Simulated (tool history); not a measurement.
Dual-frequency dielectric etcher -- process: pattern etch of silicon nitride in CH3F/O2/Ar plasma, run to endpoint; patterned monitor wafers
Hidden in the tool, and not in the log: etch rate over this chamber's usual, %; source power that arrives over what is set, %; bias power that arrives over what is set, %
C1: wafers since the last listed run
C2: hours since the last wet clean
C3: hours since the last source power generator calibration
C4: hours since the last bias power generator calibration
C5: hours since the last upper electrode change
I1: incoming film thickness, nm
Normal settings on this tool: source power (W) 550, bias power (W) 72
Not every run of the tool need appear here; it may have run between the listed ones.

{"run": 1, "hour": 0.0, "source power (W)": 550, "bias power (W)": 72, "C1": 0, "C2": 309.2, "C3": 3979.5, "C4": 2276.2, "C5": 3596.6, "I1": 37.34, "endpoint time (s)": 42.9}
{"run": 2, "hour": 15.5, "source power (W)": 550, "bias power (W)": 72, "C1": 144, "C2": 324.7, "C3": 3995.0, "C4": 2291.7, "C5": 3612.1, "I1": 37.37, "endpoint time (s)": 43.6}
{"run": 3, "hour": 21.7, "source power (W)": 550, "bias power (W)": 72, "C1": 57, "C2": 330.9, "C3": 4001.2, "C4": 2297.9, "C5": 3618.3, "I1": 36.82, "endpoint time (s)": 42.7}
{"hour": 46.0, "done": "upper electrode replaced, of another model than before"}
{"run": 4, "hour": 46.5, "source power (W)": 550, "bias power (W)": 72, "C1": 7, "C2": 355.7, "C3": 4026.0, "C4": 2322.7, "C5": 0.5, "I1": 37.29, "endpoint time (s)": 43.4}
{"run": 5, "hour": 46.8, "source power (W)": 550, "bias power (W)": 72, "C1": 2, "C2": 356.0, "C3": 4026.3, "C4": 2323.0, "C5": 0.8, "I1": 37.2, "endpoint time (s)": 42.8}
{"run": 6, "hour": 54.7, "source power (W)": 550, "bias power (W)": 72, "C1": 73, "C2": 363.9, "C3": 4034.2, "C4": 2330.9, "C5": 8.7, "I1": 37.38, "endpoint time (s)": 43.1}
{"run": 7, "hour": 68.3, "source power (W)": 550, "bias power (W)": 72, "C1": 126, "C2": 377.5, "C3": 4047.8, "C4": 2344.5, "C5": 22.3, "I1": 37.51, "endpoint time (s)": 43.6}
{"run": 8, "hour": 75.6, "source power (W)": 550, "bias power (W)": 72, "C1": 68, "C2": 384.8, "C3": 4055.1, "C4": 2351.8, "C5": 29.6, "I1": 37.19, "endpoint time (s)": 43.2}
{"run": 9, "hour": 83.5, "source power (W)": 550, "bias power (W)": 84, "C1": 73, "C2": 392.7, "C3": 4063.0, "C4": 2359.7, "C5": 37.5, "I1": 37.32, "endpoint time (s)": 40.7}
{"hour": 109.0, "done": "wet clean of the chamber"}
{"run": 10, "hour": 109.5, "source power (W)": 550, "bias power (W)": 72, "C1": 18, "C2": 0.5, "C3": 4089.0, "C4": 2385.7, "C5": 63.5, "I1": 37.38, "endpoint time (s)": 42.7}
{"run": 11, "hour": 109.9, "source power (W)": 550, "bias power (W)": 72, "C1": 3, "C2": 0.9, "C3": 4089.4, "C4": 2386.1, "C5": 63.9, "I1": 36.97, "endpoint time (s)": 42.0}
{"run": 12, "hour": 118.5, "source power (W)": 550, "bias power (W)": 72, "C1": 80, "C2": 9.5, "C3": 4098.0, "C4": 2394.7, "C5": 72.5, "I1": 37.33, "endpoint time (s)": 42.5}
{"run": 13, "hour": 133.7, "source power (W)": 550, "bias power (W)": 72, "C1": 141, "C2": 24.7, "C3": 4113.2, "C4": 2409.9, "C5": 87.7, "I1": 37.21, "endpoint time (s)": 42.3}
{"run": 14, "hour": 144.4, "source power (W)": 490, "bias power (W)": 85, "C1": 99, "C2": 35.4, "C3": 4123.9, "C4": 2420.6, "C5": 98.4, "I1": 37.43, "endpoint time (s)": 41.5}
{"run": 15, "hour": 153.3, "source power (W)": 490, "bias power (W)": 84, "C1": 82, "C2": 44.3, "C3": 4132.8, "C4": 2429.5, "C5": 107.3, "I1": 37.79, "endpoint time (s)": 41.8}
{"run": 16, "hour": 170.3, "source power (W)": 550, "bias power (W)": 72, "C1": 158, "C2": 61.3, "C3": 4149.8, "C4": 2446.5, "C5": 124.3, "I1": 37.26, "endpoint time (s)": 42.4}
{"run": 17, "hour": 184.4, "source power (W)": 420, "bias power (W)": 63, "C1": 131, "C2": 75.4, "C3": 4163.9, "C4": 2460.6, "C5": 138.4, "I1": 37.3, "endpoint time (s)": 47.9}
{"run": 18, "hour": 196.4, "source power (W)": 680, "bias power (W)": 56, "C1": 111, "C2": 87.4, "C3": 4175.9, "C4": 2472.6, "C5": 150.4, "I1": 37.32, "endpoint time (s)": 43.4}
{"hour": 209.0, "done": "bias power generator calibrated"}
{"run": 19, "hour": 213.7, "source power (W)": 550, "bias power (W)": 72, "C1": 124, "C2": 104.7, "C3": 4193.2, "C4": 4.7, "C5": 167.7, "I1": 37.25, "endpoint time (s)": 42.6}
{"hour": 225.4, "done": "source power generator calibrated"}
{"run": 20, "hour": 247.7, "source power (W)": 550, "bias power (W)": 79, "C1": 279, "C2": 138.7, "C3": 22.3, "C4": 38.7, "C5": 201.7, "I1": 37.05, "endpoint time (s)": 40.9}
{"run": 21, "hour": 263.4, "source power (W)": 420, "bias power (W)": 72, "C1": 146, "C2": 154.4, "C3": 38.0, "C4": 54.4, "C5": 217.4, "I1": 37.47, "endpoint time (s)": 46.5}
{"run": 22, "hour": 271.0, "source power (W)": 550, "bias power (W)": 72, "C1": 70, "C2": 162.0, "C3": 45.6, "C4": 62.0, "C5": 225.0, "I1": 37.28, "endpoint time (s)": 42.5}
{"run": 23, "hour": 283.1, "source power (W)": 550, "bias power (W)": 86, "C1": 112, "C2": 174.1, "C3": 57.7, "C4": 74.1, "C5": 237.1, "I1": 37.23, "endpoint time (s)": 39.9}
{"run": 24, "hour": 296.8, "source power (W)": 610, "bias power (W)": 88, "C1": 127, "C2": 187.8, "C3": 71.4, "C4": 87.8, "C5": 250.8, "I1": 37.48, "endpoint time (s)": 38.6}
{"run": 25, "hour": 310.5, "source power (W)": 640, "bias power (W)": 72, "C1": 127, "C2": 201.5, "C3": 85.1, "C4": 101.5, "C5": 264.5, "I1": 37.35, "endpoint time (s)": 41.3}
{"run": 26, "hour": 317.2, "source power (W)": 470, "bias power (W)": 55, "C1": 62, "C2": 208.2, "C3": 91.8, "C4": 108.2, "C5": 271.2, "I1": 37.12, "endpoint time (s)": 48.8}
{"run": 27, "hour": 325.7, "source power (W)": 550, "bias power (W)": 59, "C1": 79, "C2": 216.7, "C3": 100.3, "C4": 116.7, "C5": 279.7, "I1": 37.47, "endpoint time (s)": 46.1}
{"run": 28, "hour": 333.6, "source power (W)": 550, "bias power (W)": 58, "C1": 73, "C2": 224.6, "C3": 108.2, "C4": 124.6, "C5": 287.6, "I1": 37.91, "endpoint time (s)": 46.7}
{"run": 29, "hour": 345.1, "source power (W)": 430, "bias power (W)": 61, "C1": 107, "C2": 236.1, "C3": 119.7, "C4": 136.1, "C5": 299.1, "I1": 37.37, "endpoint time (s)": 49.1}
{"run": 30, "hour": 361.5, "source power (W)": 650, "bias power (W)": 60, "C1": 152, "C2": 252.5, "C3": 136.1, "C4": 152.5, "C5": 315.5, "I1": 37.54, "endpoint time (s)": 43.7}
{"run": 31, "hour": 369.4, "source power (W)": 420, "bias power (W)": 64, "C1": 73, "C2": 260.4, "C3": 144.0, "C4": 160.4, "C5": 323.4, "I1": 37.54, "endpoint time (s)": 48.8}
{"run": 32, "hour": 376.3, "source power (W)": 550, "bias power (W)": 64, "C1": 64, "C2": 267.3, "C3": 150.9, "C4": 167.3, "C5": 330.3, "I1": 37.11, "endpoint time (s)": 44.7}
{"run": 33, "hour": 389.2, "source power (W)": 450, "bias power (W)": 89, "C1": 120, "C2": 280.2, "C3": 163.8, "C4": 180.2, "C5": 343.2, "I1": 36.92, "endpoint time (s)": 41.6}
{"run": 34, "hour": 425.3, "source power (W)": 630, "bias power (W)": 77, "C1": 336, "C2": 316.3, "C3": 199.9, "C4": 216.3, "C5": 379.3, "I1": 37.01, "endpoint time (s)": 40.0}
{"run": 35, "hour": 433.9, "source power (W)": 550, "bias power (W)": 72, "C1": 80, "C2": 324.9, "C3": 208.5, "C4": 224.9, "C5": 387.9, "I1": 37.64, "endpoint time (s)": 43.6}
{"run": 36, "hour": 442.3, "source power (W)": 550, "bias power (W)": 72, "C1": 78, "C2": 333.3, "C3": 216.9, "C4": 233.3, "C5": 396.3, "I1": 37.44, "endpoint time (s)": 43.2}

How the hidden state differs across the entries between the runs, from the last listed run before each to the first after it:
Logged between run 3 and run 4: upper electrode replaced, of another model than before (hour 46.0)
  etch rate over this chamber's usual, %: -1.74 -> -1.87
  difference, measured minus the result without the unlogged condition, endpoint time (s): +0.8 -> +0.8
Logged between run 9 and run 10: wet clean of the chamber (hour 109.0)
  etch rate over this chamber's usual, %: -2.06 -> 0.134
  difference, measured minus the result without the unlogged condition, endpoint time (s): +0.9 -> +0.0
Logged between run 18 and run 19: bias power generator calibrated (hour 209.0)
  etch rate over this chamber's usual, %: -0.317 -> -0.407
  difference, measured minus the result without the unlogged condition, endpoint time (s): +0.1 -> +0.2
Logged between run 19 and run 20: source power generator calibrated (hour 225.4)
  etch rate over this chamber's usual, %: -0.407 -> -0.584
  difference, measured minus the result without the unlogged condition, endpoint time (s): +0.2 -> +0.2
